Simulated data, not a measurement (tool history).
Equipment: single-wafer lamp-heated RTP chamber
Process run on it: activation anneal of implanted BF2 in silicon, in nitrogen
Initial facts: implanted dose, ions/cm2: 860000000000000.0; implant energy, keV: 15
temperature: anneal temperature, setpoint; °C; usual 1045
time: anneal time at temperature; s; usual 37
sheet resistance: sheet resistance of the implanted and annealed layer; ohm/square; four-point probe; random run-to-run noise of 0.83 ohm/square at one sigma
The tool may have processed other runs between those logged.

run	hour	temperature	time	wafers since the last listed run	wafers since the last pyrometer calibration	wafers since the reflector plate was cleaned	hours since the gauge calibration	read-back reference wafer on the same gauge, sheet resistance	sheet resistance
1	0.0	1045	50	0	355	8713	198.7	184.80	149.70
2	44.1	1045	50	547	902	9261	242.8	185.15	150.41
3	94.9	1045	50	631	1534	9892	293.6	185.03	149.53
# hour 152.9: pyrometer window cleaned and pyrometer calibrated
4	156.5	1045	47	665	44	10558	355.2	185.24	151.84
5	196.4	1045	37	495	540	11054	395.1	185.22	155.30
6	237.5	1045	37	510	1051	11564	436.2	184.96	155.17
# hour 304.2: pyrometer window cleaned and pyrometer calibrated
7	304.9	1045	37	737	9	12302	503.6	184.92	154.82
# hour 339.8: reflector plate cleaned
8	358.0	1045	37	560	569	226	556.7	185.05	157.44
# hour 397.3: gauge calibrated
9	412.7	1045	37	679	1249	905	15.4	184.86	158.27
# hour 451.2: pyrometer window cleaned and pyrometer calibrated
10	451.7	1073	52	385	6	1290	54.4	185.07	136.92
11	489.7	1045	57	472	478	1763	92.4	184.84	148.57
12	518.3	1055	25	355	833	2118	121.0	184.90	157.59
13	578.6	1045	50	749	1582	2867	181.3	184.99	151.40
# hour 598.3: pyrometer window cleaned and pyrometer calibrated
14	634.4	1045	57	593	448	3461	237.1	185.09	148.73
15	671.4	1062	54	459	908	3920	274.1	185.06	141.70
16	710.6	1045	22	486	1395	4407	313.3	184.97	164.67
# hour 751.8: pyrometer window cleaned and pyrometer calibrated
17	774.6	1023	37	695	283	5103	377.3	185.02	169.30
18	808.3	1030	30	418	702	5522	411.0	184.98	168.46

3 options for the next run, each taken on its own from the tool as it stands now. Forecast them:
A	808.7	1045	45	4	707	5527	411.4	?	?
B	808.7	1029	21	4	707	5527	411.4	?	?
C	808.7	1061	16	4	707	5527	411.4	?	?

run	read-back reference wafer on the same gauge, sheet resistance	sheet resistance
A	185.18	153.48
B	185.18	178.82
C	185.18	161.08
Without the tool's unlogged condition, the same runs would have read:
run	sheet resistance
A	155.52
B	182.10
C	163.41

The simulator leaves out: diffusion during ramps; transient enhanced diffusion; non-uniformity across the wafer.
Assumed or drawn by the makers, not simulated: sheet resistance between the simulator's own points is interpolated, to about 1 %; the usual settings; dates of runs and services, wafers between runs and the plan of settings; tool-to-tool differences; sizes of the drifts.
